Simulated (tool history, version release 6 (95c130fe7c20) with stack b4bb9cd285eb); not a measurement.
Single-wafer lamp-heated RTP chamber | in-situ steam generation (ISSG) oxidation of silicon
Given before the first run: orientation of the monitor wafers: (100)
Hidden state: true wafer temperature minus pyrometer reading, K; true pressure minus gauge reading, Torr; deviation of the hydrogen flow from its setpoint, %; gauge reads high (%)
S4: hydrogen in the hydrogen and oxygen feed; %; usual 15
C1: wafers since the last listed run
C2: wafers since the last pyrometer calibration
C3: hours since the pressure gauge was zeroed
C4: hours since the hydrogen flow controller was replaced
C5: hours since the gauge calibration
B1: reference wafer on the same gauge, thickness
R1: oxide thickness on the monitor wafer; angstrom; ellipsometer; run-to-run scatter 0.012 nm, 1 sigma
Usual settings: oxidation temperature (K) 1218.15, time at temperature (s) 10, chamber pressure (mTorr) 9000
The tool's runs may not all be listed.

Run 1, day 0: usual settings; C1 0; C2 1656; C3 3142.1; C4 1862.9; C5 79.7; B1 3.426. Result: R1 32.96 angstrom.
Run 2, day 0.6: usual settings; C1 76; C2 1732; C3 3156.5; C4 1877.3; C5 94.1; B1 3.427. Result: R1 32.84 angstrom.
At day 0.958: pyrometer window cleaned and pyrometer calibrated.
Run 3, day 1.488: usual settings; C1 70; C2 67; C3 3177.8; C4 1898.6; C5 115.4; B1 3.431. Result: R1 33.02 angstrom.
Run 4, day 2.762: usual settings but oxidation temperature (K) 1231.15, time at temperature (s) 8; C1 161; C2 228; C3 3208.4; C4 1929.2; C5 146; B1 3.423. Result: R1 31.18 angstrom.
Run 5, day 4.021: usual settings; C1 159; C2 388; C3 3238.6; C4 1959.4; C5 176.2; B1 3.419. Result: R1 33.06 angstrom.
Run 6, day 4.846: usual settings; C1 104; C2 492; C3 3258.4; C4 1979.2; C5 196; B1 3.418. Result: R1 32.89 angstrom.
Run 7, day 6.258: usual settings; C1 178; C2 671; C3 3292.3; C4 2013.1; C5 229.9; B1 3.422. Result: R1 32.93 angstrom.
Run 8, day 7.292: usual settings; C1 130; C2 802; C3 3317.1; C4 2037.9; C5 254.7; B1 3.411. Result: R1 32.85 angstrom.
Run 9, day 8.217: usual settings but oxidation temperature (K) 1214.15; C1 117; C2 919; C3 3339.3; C4 2060.1; C5 276.9; B1 3.407. Result: R1 32.47 angstrom.
Run 10, day 9.275: usual settings but oxidation temperature (K) 1214.15; C1 134; C2 1053; C3 3364.7; C4 2085.5; C5 302.3; B1 3.402. Result: R1 32.49 angstrom.
Run 11, day 10.108: usual settings but oxidation temperature (K) 1199.15, time at temperature (s) 13, S4 11 %; C1 105; C2 1159; C3 3384.7; C4 2105.5; C5 322.3; B1 3.4. Result: R1 32.54 angstrom.
Run 12, day 11.446: usual settings but oxidation temperature (K) 1228.15, time at temperature (s) 12; C1 169; C2 1328; C3 3416.8; C4 2137.6; C5 354.4; B1 3.397. Result: R1 36.07 angstrom.
Run 13, day 12.729: usual settings but oxidation temperature (K) 1233.15, time at temperature (s) 7, chamber pressure (mTorr) 9600; C1 162; C2 1491; C3 3447.6; C4 2168.4; C5 385.2; B1 3.385. Result: R1 29.02 angstrom.
At day 13.504: pyrometer window cleaned and pyrometer calibrated.
At day 13.575: pressure gauge zeroed.
Run 14, day 13.662: usual settings but chamber pressure (mTorr) 8600; C1 67; C2 11; C3 2.1; C4 2190.8; C5 407.6; B1 3.382. Result: R1 32.72 angstrom.
Run 15, day 15.062: usual settings but oxidation temperature (K) 1214.15; C1 177; C2 188; C3 35.7; C4 2224.4; C5 441.2; B1 3.378. Result: R1 32.12 angstrom.
Run 16, day 16.038: usual settings but chamber pressure (mTorr) 10200; C1 123; C2 311; C3 59.1; C4 2247.8; C5 464.6; B1 3.368. Result: R1 31.91 angstrom.
Run 17, day 17.396: usual settings but oxidation temperature (K) 1229.15, chamber pressure (mTorr) 7700; C1 172; C2 483; C3 91.7; C4 2280.4; C5 497.2; B1 3.358. Result: R1 33.41 angstrom.
At day 18.004: gauge calibrated.
At day 18.592: hydrogen flow controller replaced.
Run 18, day 21.288: usual settings; C1 450; C2 934; C3 185.1; C4 64.7; C5 78.8; B1 3.422. Result: R1 32.69 angstrom.
Run 19, day 21.912: usual settings but oxidation temperature (K) 1206.15, chamber pressure (mTorr) 8400, S4 21 %; C1 79; C2 1013; C3 200.1; C4 79.7; C5 93.8; B1 3.42. Result: R1 34.84 angstrom.
Run 20, day 22.812: usual settings but time at temperature (s) 12, S4 12 %; C1 114; C2 1127; C3 221.7; C4 101.3; C5 115.4; B1 3.418. Result: R1 33.26 angstrom.
Run 21, day 23.496: usual settings; C1 86; C2 1214; C3 238.1; C4 117.7; C5 131.8; B1 3.411. Result: R1 33.15 angstrom.

Selected run-to-run steps in R1, each split into two signed amounts: the part the tool would show with no hidden state at all (from settings, incoming material and random variation), and the remainder, which goes to the hidden state together with any gauge scatter not common to the measured and the hidden-state-free results:
Run 12 -> 13: oxidation temperature (K) 1228.15 -> 1233.15, time at temperature (s) 12 -> 7, chamber pressure (mTorr) 9000 -> 9600. R1 -7.05 angstrom: hidden state +0, all else -7.05.
Run 13 -> 14: oxidation temperature (K) 1233.15 -> 1218.15, time at temperature (s) 7 -> 10, chamber pressure (mTorr) 9600 -> 8600, pyrometer window cleaned and pyrometer calibrated, pressure gauge zeroed. R1 +3.7 angstrom: hidden state -0.09, all else +3.79.
Run 16 -> 17: oxidation temperature (K) 1218.15 -> 1229.15, chamber pressure (mTorr) 10200 -> 7700. R1 +1.5 angstrom: hidden state -0.11, all else +1.61.
Run 17 -> 18: oxidation temperature (K) 1229.15 -> 1218.15, chamber pressure (mTorr) 7700 -> 9000, gauge calibrated, hydrogen flow controller replaced. R1 -0.72 angstrom: hidden state +0.61, all else -1.33.
